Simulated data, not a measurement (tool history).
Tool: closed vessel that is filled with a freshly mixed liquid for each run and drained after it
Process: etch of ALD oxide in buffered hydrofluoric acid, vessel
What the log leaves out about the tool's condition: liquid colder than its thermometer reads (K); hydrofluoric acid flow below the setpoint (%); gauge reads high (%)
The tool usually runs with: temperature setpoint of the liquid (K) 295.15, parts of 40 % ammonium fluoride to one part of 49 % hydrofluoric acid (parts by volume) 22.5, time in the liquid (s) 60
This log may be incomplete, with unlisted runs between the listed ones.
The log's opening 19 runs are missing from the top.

run      day  temperature setpoint of the liquid (K)  parts of 40 % ammonium fluoride to one part of 49 % hydrofluoric acid (parts by volume)  time in the liquid (s)  wafers since the last listed run  hours since the thermometer was replaced  hours since the hydrofluoric acid flow meter was replaced  hours since the gauge calibration  read-back film thickness of the ALD oxide reference wafer, read on the same gauge (nm)  thickness taken off the ALD oxide on a monitor wafer (angstrom)
 20   69.762                                  295.15                                                                                     22.5                      60                              7795                                     352.2                                                     1723.2                              633.8                                                                                  100.01                                                            557.6
      71.504  -- hydrofluoric acid flow meter replaced
 21   74.183                                  297.65                                                                                     22.5                      60                             14552                                     458.3                                                       64.3                              739.9                                                                                   99.98                                                            639.6
 22   77.121                                  299.65                                                                                     14.0                      95                              9761                                     528.8                                                      134.8                              810.4                                                                                   99.99                                                           1731.7
 23   80.871                                  295.15                                                                                     22.5                      60                             12461                                     618.8                                                      224.8                              900.4                                                                                  100.04                                                            556.5
 24   83.946                                  290.15                                                                                     14.5                      35                             10218                                     692.6                                                      298.6                              974.2                                                                                  100.02                                                            364.6
 25   85.729                                  297.65                                                                                     14.0                      45                              5926                                     735.4                                                      341.4                             1017.0                                                                                  100.00                                                            742.5
 26   88.500                                  295.15                                                                                     30.0                      85                              9207                                     801.9                                                      407.9                             1083.5                                                                                   99.99                                                            642.4
 27   90.738                                  295.15                                                                                     22.5                      60                              7435                                     855.6                                                      461.6                             1137.2                                                                                  100.01                                                            558.2
 28   92.833                                  295.15                                                                                     30.0                      50                              6964                                     905.9                                                      511.9                             1187.5                                                                                   99.99                                                            379.5
 29   95.017                                  295.15                                                                                     22.5                      60                              7255                                     958.3                                                      564.3                             1239.9                                                                                  100.00                                                            557.2
 30   97.562                                  295.15                                                                                     22.5                      45                              8460                                    1019.4                                                      625.4                             1301.0                                                                                  100.00                                                            415.6
 31   99.512                                  290.65                                                                                     14.0                      75                              6480                                    1066.2                                                      672.2                             1347.8                                                                                   99.99                                                            834.9
 32  103.938                                  299.15                                                                                     30.0                      90                             14704                                    1172.4                                                      778.4                             1454.0                                                                                   99.99                                                            853.8
 33  105.767                                  295.15                                                                                     18.5                      60                              6078                                    1216.3                                                      822.3                             1497.9                                                                                   99.98                                                            652.4

Forecast each of these 5 alternatives for the next run:
  A  105.796                                  295.15                                                                                     22.5                      60                                96                                    1217.0                                                      823.0                             1498.6                                                                                       ?                                                                ?
  B  105.796                                  293.65                                                                                     14.5                      85                                96                                    1217.0                                                      823.0                             1498.6                                                                                       ?                                                                ?
  C  105.796                                  292.65                                                                                     22.5                      50                                96                                    1217.0                                                      823.0                             1498.6                                                                                       ?                                                                ?
  D  105.796                                  299.65                                                                                     22.5                      60                                96                                    1217.0                                                      823.0                             1498.6                                                                                       ?                                                                ?
  E  105.796                                  295.15                                                                                     29.0                      60                                96                                    1217.0                                                      823.0                             1498.6                                                                                       ?                                                                ?

run  read-back film thickness of the ALD oxide reference wafer, read on the same gauge (nm)  thickness taken off the ALD oxide on a monitor wafer (angstrom)
  A                                                                                   99.98                                                            554.3
  B                                                                                   99.98                                                           1075.5
  C                                                                                   99.98                                                            401.5
  D                                                                                   99.98                                                            709.3
  E                                                                                   99.98                                                            465.2
With no hidden state in the tool, these same runs would have given:
run  thickness taken off the ALD oxide on a monitor wafer (angstrom)
  A                                                            561.1
  B                                                           1088.8
  C                                                            406.5
  D                                                            717.8
  E                                                            471.0

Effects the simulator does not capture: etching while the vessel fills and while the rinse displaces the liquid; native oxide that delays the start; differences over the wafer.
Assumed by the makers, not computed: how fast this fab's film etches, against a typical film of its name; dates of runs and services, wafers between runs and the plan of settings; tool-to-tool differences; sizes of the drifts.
